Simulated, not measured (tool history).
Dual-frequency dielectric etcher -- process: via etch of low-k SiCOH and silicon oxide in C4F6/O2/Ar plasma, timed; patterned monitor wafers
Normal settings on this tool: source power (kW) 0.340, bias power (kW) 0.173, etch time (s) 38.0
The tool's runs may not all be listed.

run	hour	source power (kW)	bias power (kW)	etch time (s)	wafers since the last listed run	hours since the last wet clean	hours since the last source power generator calibration	hours since the last bias power generator calibration	hours since the last upper electrode change	hours since the gauge calibration	read-back reference wafer on the same gauge, depth_nm	mean etch depth across the wafer (nm)
1	0.0	0.340	0.173	38.0	0	293.9	2193.0	4254.5	3690.4	50.9	78.6	79.1
2	17.5	0.340	0.173	38.0	253	311.4	2210.5	4272.0	3707.9	68.4	78.7	79.1
3	32.2	0.340	0.173	38.0	212	326.1	2225.2	4286.7	3722.6	83.1	78.6	79.0
4	42.3	0.340	0.173	38.0	146	336.2	2235.3	4296.8	3732.7	93.2	78.6	79.0
5	50.6	0.400	0.151	38.0	120	344.5	2243.6	4305.1	3741.0	101.5	78.6	79.5
6	64.2	0.400	0.151	38.0	196	358.1	2257.2	4318.7	3754.6	115.1	78.7	79.6
7	74.1	0.400	0.151	38.0	143	368.0	2267.1	4328.6	3764.5	125.0	78.6	79.5
# hour 97.5: gauge calibrated
# hour 105.3: upper electrode replaced, of another model than before
8	105.8	0.340	0.197	38.0	111	399.7	2298.8	4360.3	0.5	8.3	78.6	85.9
9	106.1	0.340	0.173	29.0	4	400.0	2299.1	4360.6	0.8	8.6	78.6	60.9
10	110.4	0.340	0.173	29.0	62	404.3	2303.4	4364.9	5.1	12.9	78.6	60.6
11	118.1	0.340	0.173	38.0	111	412.0	2311.1	4372.6	12.8	20.6	78.6	80.1
12	125.6	0.340	0.173	38.0	108	419.5	2318.6	4380.1	20.3	28.1	78.6	79.5
13	136.0	0.340	0.160	38.0	150	429.9	2329.0	4390.5	30.7	38.5	78.6	76.1
# hour 140.1: bias power generator calibrated
14	145.7	0.340	0.173	38.0	82	439.6	2338.7	5.6	40.4	48.2	78.6	79.9
15	161.3	0.290	0.155	38.0	225	455.2	2354.3	21.2	56.0	63.8	78.6	72.9
16	176.4	0.340	0.173	47.0	218	470.3	2369.4	36.3	71.1	78.9	78.6	98.7
# hour 189.2: source power generator calibrated
17	189.7	0.340	0.193	30.5	134	483.6	0.5	49.6	84.4	92.2	78.6	68.2
18	201.6	0.340	0.146	38.0	172	495.5	12.4	61.5	96.3	104.1	78.6	72.5
# hour 228.3: wet clean of the chamber
19	228.8	0.400	0.215	38.0	46	0.5	39.6	88.7	123.5	131.3	78.6	89.5

What does the tool deliver on the next run?
20	229.1	0.340	0.213	47.5	4	0.8	39.9	89.0	123.8	131.6	?	?

read-back reference wafer on the same gauge, depth_nm: 78.6
mean etch depth across the wafer (nm): 107.4
On a tool with no hidden condition, and with the same random variation, this run would have come out at mean etch depth across the wafer (nm) 108.4.
